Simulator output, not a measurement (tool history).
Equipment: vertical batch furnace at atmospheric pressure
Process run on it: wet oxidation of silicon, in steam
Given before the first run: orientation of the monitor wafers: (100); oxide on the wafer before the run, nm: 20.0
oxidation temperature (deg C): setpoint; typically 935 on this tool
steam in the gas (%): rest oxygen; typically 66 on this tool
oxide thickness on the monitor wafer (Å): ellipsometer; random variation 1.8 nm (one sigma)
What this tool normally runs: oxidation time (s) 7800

run   hour  oxidation temperature (deg C)  oxidation time (s)  steam in the gas (%)  read-back reference wafer on the same gauge, thickness  oxide thickness on the monitor wafer (Å)
  1    0.0                            947                7800                    59                                                  290.85                                    3328.0
  2   55.8                            947                7800                    59                                                  291.17                                    3358.3
      64.4  -- gauge calibrated
  3  117.9                            935                7800                    70                                                  291.53                                    3393.8
  4  168.2                            935                7800                    70                                                  290.64                                    3399.4
  5  225.0                            935                7800                    66                                                  291.10                                    3224.1
  6  267.9                            935                7800                    66                                                  290.88                                    3218.2
  7  385.0                            935                7800                    66                                                  291.22                                    3245.3
  8  529.3                            920                7800                    66                                                  291.39                                    2805.6
     569.8  -- steam generator serviced
  9  585.8                            935                7800                    66                                                  291.12                                    3123.6
     632.5  -- thermocouples replaced and temperature profile calibrated
 10  674.3                            944                6150                    66                                                  290.68                                    2813.4
     684.6  -- gauge calibrated
     701.1  -- steam generator serviced, repeated, since the last time left the tool worse
 11  701.6                            917                7800                    76                                                  290.54                                    3200.5
 12  763.5                            924                5760                    70                                                  291.02                                    2506.1
 13  817.9                            918                7800                    66                                                  291.05                                    2901.5
 14  862.3                            917                9420                    66                                                  291.52                                    3312.8
 15  926.7                            935                7800                    62                                                  291.16                                    3177.8
 16  974.6                            935                7800                    66                                                  290.73                                    3320.7

Consider 4 possible next runs. They are alternatives, not a sequence: every one starts from the tool as it was left by run 16. What does each give?
  A  980.2                            935                7800                    66                                                       ?                                         ?
  B  980.2                            935               10050                    66                                                       ?                                         ?
  C  980.2                            928                4680                    66                                                       ?                                         ?
  D  980.2                            953                9270                    66                                                       ?                                         ?

run  read-back reference wafer on the same gauge, thickness  oxide thickness on the monitor wafer (Å)
  A                                                  291.16                                    3369.5
  B                                                  291.16                                    4064.0
  C                                                  291.16                                    2140.2
  D                                                  291.16                                    4447.9
With the hidden condition removed and each run's random variation left untouched, the same runs would have given:
run  oxide thickness on the monitor wafer (Å)
  A                                    3392.4
  B                                    4091.2
  C                                    2155.4
  D                                    4476.7
